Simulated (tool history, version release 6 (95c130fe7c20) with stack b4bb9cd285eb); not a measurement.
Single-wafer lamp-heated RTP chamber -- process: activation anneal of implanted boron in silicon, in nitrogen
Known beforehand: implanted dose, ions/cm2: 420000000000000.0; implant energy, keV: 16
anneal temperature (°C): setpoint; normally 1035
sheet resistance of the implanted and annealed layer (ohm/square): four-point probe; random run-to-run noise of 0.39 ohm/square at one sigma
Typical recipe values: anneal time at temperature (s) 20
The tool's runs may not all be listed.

run,hour,anneal temperature (°C),anneal time at temperature (s),"read-back reference wafer on the same gauge, sheet resistance",sheet resistance of the implanted and annealed layer (ohm/square)
1,0.0,1035,20,244.01,261.70
2,20.4,1035,20,244.03,261.12
3,52.8,1035,20,243.92,260.95
4,71.7,1035,20,243.98,260.94
5,91.3,1035,20,244.06,260.91
6,127.4,1035,20,244.07,260.62
7,153.7,1035,20,244.02,260.64
8,183.8,1035,23,243.99,259.96
9,206.1,1035,20,243.98,260.77
10,240.6,1035,20,243.94,261.07
11,255.7,1045,20,243.92,259.50
12,270.4,1035,20,243.94,261.60
13,320.1,1035,20,243.98,260.87
14,370.7,1014,10,244.05,265.17
15,410.2,1035,20,243.99,260.96
16,415.0,1019,28,244.10,261.52
17,445.9,1025,11,243.99,262.75
18,458.1,1035,20,244.00,261.27
19,484.3,1035,20,243.98,261.42
20,514.9,1016,14,243.98,263.57
21,550.0,1055,28,243.98,258.52
22,581.8,1008,24,244.06,264.50
23,594.9,1035,23,244.03,260.91
24,621.6,1060,30,244.04,257.49
25,657.0,1024,26,244.01,261.61
26,683.5,1052,13,243.93,260.70
27,717.4,1043,20,244.01,260.74
28,811.0,1035,20,244.02,261.41
29,841.5,1035,20,243.96,260.66
30,877.5,1016,14,244.06,263.84
31,901.2,1035,12,243.91,262.00
32,913.7,1020,12,244.08,263.77
33,928.0,1056,12,243.98,260.42
34,1008.1,1035,20,243.92,261.08
35,1025.9,1024,27,244.00,261.13
36,1047.6,1006,14,244.01,265.14
37,1077.3,1022,30,244.05,261.69
38,1099.4,1035,20,243.96,261.17

Put back what was entered between runs (7 entries, withheld): which listed runs does each sit between, and how does the hidden state differ from the listed run before to the listed run after?
Between runs 5 and 6: pyrometer window cleaned and pyrometer calibrated (hour 126.9)
  no hidden state differs between the two runs
Between runs 10 and 11: reflector plate cleaned (hour 250.2)
  no hidden state differs between the two runs
Between runs 14 and 15: pyrometer window cleaned and pyrometer calibrated (hour 409.7)
  no hidden state differs between the two runs
Between runs 20 and 21: gauge calibrated (hour 523.3)
  no hidden state differs between the two runs
Between runs 27 and 28: pyrometer window cleaned and pyrometer calibrated (hour 731.4)
  no hidden state differs between the two runs
Between runs 29 and 30: reflector plate cleaned (hour 862.9)
  no hidden state differs between the two runs
Between runs 35 and 36: pyrometer window cleaned and pyrometer calibrated (hour 1047.1)
  no hidden state differs between the two runs

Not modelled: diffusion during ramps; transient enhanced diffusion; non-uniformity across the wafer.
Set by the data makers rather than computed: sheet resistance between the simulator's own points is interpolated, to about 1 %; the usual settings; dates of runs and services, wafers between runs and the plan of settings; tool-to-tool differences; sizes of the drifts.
